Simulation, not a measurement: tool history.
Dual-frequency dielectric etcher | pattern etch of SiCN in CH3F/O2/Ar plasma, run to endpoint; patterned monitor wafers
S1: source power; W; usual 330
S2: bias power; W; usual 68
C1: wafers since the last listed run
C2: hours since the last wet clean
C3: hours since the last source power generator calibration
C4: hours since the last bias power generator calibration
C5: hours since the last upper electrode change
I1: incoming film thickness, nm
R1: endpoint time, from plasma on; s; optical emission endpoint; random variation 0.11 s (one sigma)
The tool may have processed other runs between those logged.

{"run": 1, "hour": 0.0, "S1": 330, "S2": 68, "C1": 0, "C2": 218.9, "C3": 2905.2, "C4": 1843.4, "C5": 4390.3, "I1": 12.06, "R1": 34.6}
{"run": 2, "hour": 43.7, "S1": 330, "S2": 68, "C1": 652, "C2": 262.6, "C3": 2948.9, "C4": 1887.1, "C5": 4434.0, "I1": 11.91, "R1": 33.9}
{"hour": 233.0, "done": "wet clean of the chamber"}
{"run": 3, "hour": 233.5, "S1": 330, "S2": 68, "C1": 2475, "C2": 0.5, "C3": 3138.7, "C4": 2076.9, "C5": 4623.8, "I1": 11.9, "R1": 34.3}
{"run": 4, "hour": 278.8, "S1": 330, "S2": 68, "C1": 676, "C2": 45.8, "C3": 3184.0, "C4": 2122.2, "C5": 4669.1, "I1": 11.78, "R1": 33.9}
{"run": 5, "hour": 343.5, "S1": 330, "S2": 79, "C1": 965, "C2": 110.5, "C3": 3248.7, "C4": 2186.9, "C5": 4733.8, "I1": 12.11, "R1": 33.0}
{"run": 6, "hour": 393.3, "S1": 330, "S2": 79, "C1": 743, "C2": 160.3, "C3": 3298.5, "C4": 2236.7, "C5": 4783.6, "I1": 12.02, "R1": 32.8}
{"hour": 424.9, "done": "bias power generator calibrated"}
{"run": 7, "hour": 450.6, "S1": 330, "S2": 79, "C1": 795, "C2": 217.6, "C3": 3355.8, "C4": 25.7, "C5": 4840.9, "I1": 11.91, "R1": 32.3}
{"run": 8, "hour": 507.4, "S1": 330, "S2": 68, "C1": 848, "C2": 274.4, "C3": 3412.6, "C4": 82.5, "C5": 4897.7, "I1": 11.96, "R1": 34.0}
{"hour": 597.7, "done": "upper electrode replaced"}
{"run": 9, "hour": 598.2, "S1": 330, "S2": 68, "C1": 997, "C2": 365.2, "C3": 3503.4, "C4": 173.3, "C5": 0.5, "I1": 12.09, "R1": 34.1}
{"run": 10, "hour": 634.0, "S1": 330, "S2": 68, "C1": 534, "C2": 401.0, "C3": 3539.2, "C4": 209.1, "C5": 36.3, "I1": 12.01, "R1": 33.7}
{"hour": 690.1, "done": "source power generator calibrated"}
{"hour": 727.7, "done": "wet clean of the chamber"}
{"run": 11, "hour": 830.0, "S1": 330, "S2": 68, "C1": 2508, "C2": 102.3, "C3": 139.9, "C4": 405.1, "C5": 232.3, "I1": 11.88, "R1": 34.1}
{"run": 12, "hour": 869.8, "S1": 330, "S2": 68, "C1": 594, "C2": 142.1, "C3": 179.7, "C4": 444.9, "C5": 272.1, "I1": 12.12, "R1": 34.8}
{"run": 13, "hour": 908.0, "S1": 250, "S2": 80, "C1": 570, "C2": 180.3, "C3": 217.9, "C4": 483.1, "C5": 310.3, "I1": 11.95, "R1": 37.3}
{"run": 14, "hour": 945.8, "S1": 250, "S2": 59, "C1": 564, "C2": 218.1, "C3": 255.7, "C4": 520.9, "C5": 348.1, "I1": 12.1, "R1": 40.8}
{"run": 15, "hour": 1008.4, "S1": 290, "S2": 68, "C1": 934, "C2": 280.7, "C3": 318.3, "C4": 583.5, "C5": 410.7, "I1": 12.11, "R1": 36.5}
{"run": 16, "hour": 1078.6, "S1": 260, "S2": 82, "C1": 1048, "C2": 350.9, "C3": 388.5, "C4": 653.7, "C5": 480.9, "I1": 12.03, "R1": 35.8}
{"run": 17, "hour": 1146.5, "S1": 390, "S2": 77, "C1": 1013, "C2": 418.8, "C3": 456.4, "C4": 721.6, "C5": 548.8, "I1": 12.03, "R1": 30.2}
{"run": 18, "hour": 1192.7, "S1": 390, "S2": 68, "C1": 689, "C2": 465.0, "C3": 502.6, "C4": 767.8, "C5": 595.0, "I1": 11.95, "R1": 31.1}
{"run": 19, "hour": 1230.2, "S1": 280, "S2": 84, "C1": 559, "C2": 502.5, "C3": 540.1, "C4": 805.3, "C5": 632.5, "I1": 11.99, "R1": 33.9}
{"hour": 1259.8, "done": "wet clean of the chamber"}
{"run": 20, "hour": 1269.8, "S1": 400, "S2": 57, "C1": 232, "C2": 10.0, "C3": 579.7, "C4": 844.9, "C5": 672.1, "I1": 11.94, "R1": 33.2}

Expected results for the next run?
{"run": 21, "hour": 1294.7, "S1": 330, "S2": 68, "C1": 371, "C2": 34.9, "C3": 604.6, "C4": 869.8, "C5": 697.0, "I1": 12.07, "R1": "?"}

R1: 34.6 s
Without the tool's hidden state the same run would have given R1 34.9 s.
